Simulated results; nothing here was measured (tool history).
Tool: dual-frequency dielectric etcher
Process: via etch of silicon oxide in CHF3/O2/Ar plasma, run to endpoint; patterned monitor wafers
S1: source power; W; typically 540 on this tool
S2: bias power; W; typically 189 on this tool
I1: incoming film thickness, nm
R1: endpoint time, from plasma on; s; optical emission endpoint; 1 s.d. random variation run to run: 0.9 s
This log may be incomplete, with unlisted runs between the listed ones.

run 1 hour=0 | S1=540 S2=189 | I1=571.8 | R1=302.9
run 2 hour=13.7 | S1=540 S2=189 | I1=574.4 | R1=304.9
run 3 hour=26.1 | S1=540 S2=189 | I1=578.4 | R1=306
run 4 hour=116.2 | S1=540 S2=189 | I1=571.5 | R1=304.1
run 5 hour=146.9 | S1=450 S2=189 | I1=573.4 | R1=326
-- hour=194.3 source power generator calibrated
run 6 hour=243.3 | S1=450 S2=189 | I1=568.3 | R1=324.1
-- hour=268.4 upper electrode replaced
run 7 hour=274.5 | S1=450 S2=189 | I1=569.2 | R1=327.5
run 8 hour=302.6 | S1=540 S2=203 | I1=568.9 | R1=302.6
run 9 hour=320.7 | S1=540 S2=203 | I1=570.2 | R1=303.4
run 10 hour=356.5 | S1=540 S2=212 | I1=569.9 | R1=302.9
-- hour=372.9 bias power generator calibrated
run 11 hour=373.4 | S1=630 S2=170 | I1=573.7 | R1=302
run 12 hour=391.6 | S1=440 S2=176 | I1=574.4 | R1=339.4
-- hour=418.5 wet clean of the chamber
run 13 hour=419 | S1=440 S2=176 | I1=565.5 | R1=322.7
run 14 hour=442.4 | S1=500 S2=205 | I1=567.6 | R1=299.5
run 15 hour=465.9 | S1=650 S2=189 | I1=572.2 | R1=283.8
run 16 hour=480.3 | S1=500 S2=210 | I1=567.7 | R1=299.9
run 17 hour=507.9 | S1=540 S2=189 | I1=569.2 | R1=299.9
run 18 hour=541.9 | S1=450 S2=189 | I1=572.8 | R1=319.7
run 19 hour=602.2 | S1=540 S2=154 | I1=568.4 | R1=316

Consider 5 possible next runs. They are alternatives, not a sequence: every one starts from the tool as it was left by run 19. What does each give?
run A hour=602.7 | S1=540 S2=189 | I1=568.3 | R1=?
run B hour=602.7 | S1=580 S2=151 | I1=568.3 | R1=?
run C hour=602.7 | S1=610 S2=173 | I1=568.3 | R1=?
run D hour=602.7 | S1=410 S2=211 | I1=568.3 | R1=?
run E hour=602.7 | S1=490 S2=225 | I1=568.3 | R1=?

run=A R1=301.4
run=B R1=307.7
run=C R1=294.8
run=D R1=321.1
run=E R1=299.3
What these runs would have given with no unlogged condition in the tool:
run=A R1=298.2
run=B R1=304.5
run=C R1=291.7
run=D R1=317.8
run=E R1=296.1
